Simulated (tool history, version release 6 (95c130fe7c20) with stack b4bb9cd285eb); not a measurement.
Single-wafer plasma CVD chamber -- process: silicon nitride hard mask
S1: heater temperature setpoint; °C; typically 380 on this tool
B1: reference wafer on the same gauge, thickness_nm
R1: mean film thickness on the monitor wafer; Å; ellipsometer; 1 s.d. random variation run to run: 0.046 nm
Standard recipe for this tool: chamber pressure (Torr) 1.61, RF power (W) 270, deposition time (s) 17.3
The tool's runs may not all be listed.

Run 1, hour 0: usual settings; B1 18.919. Result: R1 186.34 Å.
Run 2, hour 48.7: usual settings; B1 18.92. Result: R1 186.9 Å.
Run 3, hour 122.7: usual settings; B1 18.909. Result: R1 187.06 Å.
Run 4, hour 185.2: usual settings; B1 18.901. Result: R1 187.88 Å.
Run 5, hour 260.8: usual settings; B1 18.924. Result: R1 186.94 Å.
Run 6, hour 353.2: usual settings; B1 18.909. Result: R1 186.19 Å.
Run 7, hour 445.6: usual settings; B1 18.912. Result: R1 186.68 Å.
Run 8, hour 524.9: usual settings; B1 18.912. Result: R1 186.42 Å.
At hour 596.1: thermocouple changed; heater temperature recalibrated.
Run 9, hour 627.6: usual settings but S1 384 °C, deposition time (s) 19.7; B1 18.895. Result: R1 211.9 Å.
At hour 647.8: RF generator calibrated.
At hour 660.5: capacitance manometer re-zeroed and calibrated.
Run 10, hour 697: usual settings but S1 370 °C, chamber pressure (Torr) 1.75, deposition time (s) 14.5; B1 18.901. Result: R1 161.38 Å.
At hour 708.4: gauge calibrated.
Run 11, hour 755: usual settings but chamber pressure (Torr) 1.9, RF power (W) 310, deposition time (s) 14.9; B1 18.872. Result: R1 181.09 Å.
At hour 813.1: showerhead replaced.
Run 12, hour 817.7: usual settings but S1 392 °C, chamber pressure (Torr) 1.28, RF power (W) 315; B1 18.915. Result: R1 194.89 Å.
Run 13, hour 907.3: usual settings but S1 387 °C; B1 18.89. Result: R1 187.09 Å.
Run 14, hour 975.2: usual settings but S1 373 °C, chamber pressure (Torr) 1.98, RF power (W) 220; B1 18.876. Result: R1 174.64 Å.
Run 15, hour 1063: usual settings but RF power (W) 315, deposition time (s) 14; B1 18.897. Result: R1 164.8 Å.

Consider 4 possible next runs. They are alternatives, not a sequence: every one starts from the tool as it was left by run 15. What does each give?
Run A, hour 1063.4: usual settings but deposition time (s) 14.1; B1 ?. Result: R1 ?.
Run B, hour 1063.4: usual settings but S1 392 °C; B1 ?. Result: R1 ?.
Run C, hour 1063.4: usual settings but S1 388 °C, RF power (W) 240, deposition time (s) 20.1; B1 ?. Result: R1 ?.
Run D, hour 1063.4: usual settings but S1 375 °C, chamber pressure (Torr) 1.44, RF power (W) 250; B1 ?. Result: R1 ?.

run      B1      R1
  A  18.896  152.11
  B  18.896  185.55
  C  18.896  201.82
  D  18.896  174.78
Without the tool's hidden state the same runs would have given:
run      R1
  A  153.35
  B  187.06
  C  203.47
  D   176.2

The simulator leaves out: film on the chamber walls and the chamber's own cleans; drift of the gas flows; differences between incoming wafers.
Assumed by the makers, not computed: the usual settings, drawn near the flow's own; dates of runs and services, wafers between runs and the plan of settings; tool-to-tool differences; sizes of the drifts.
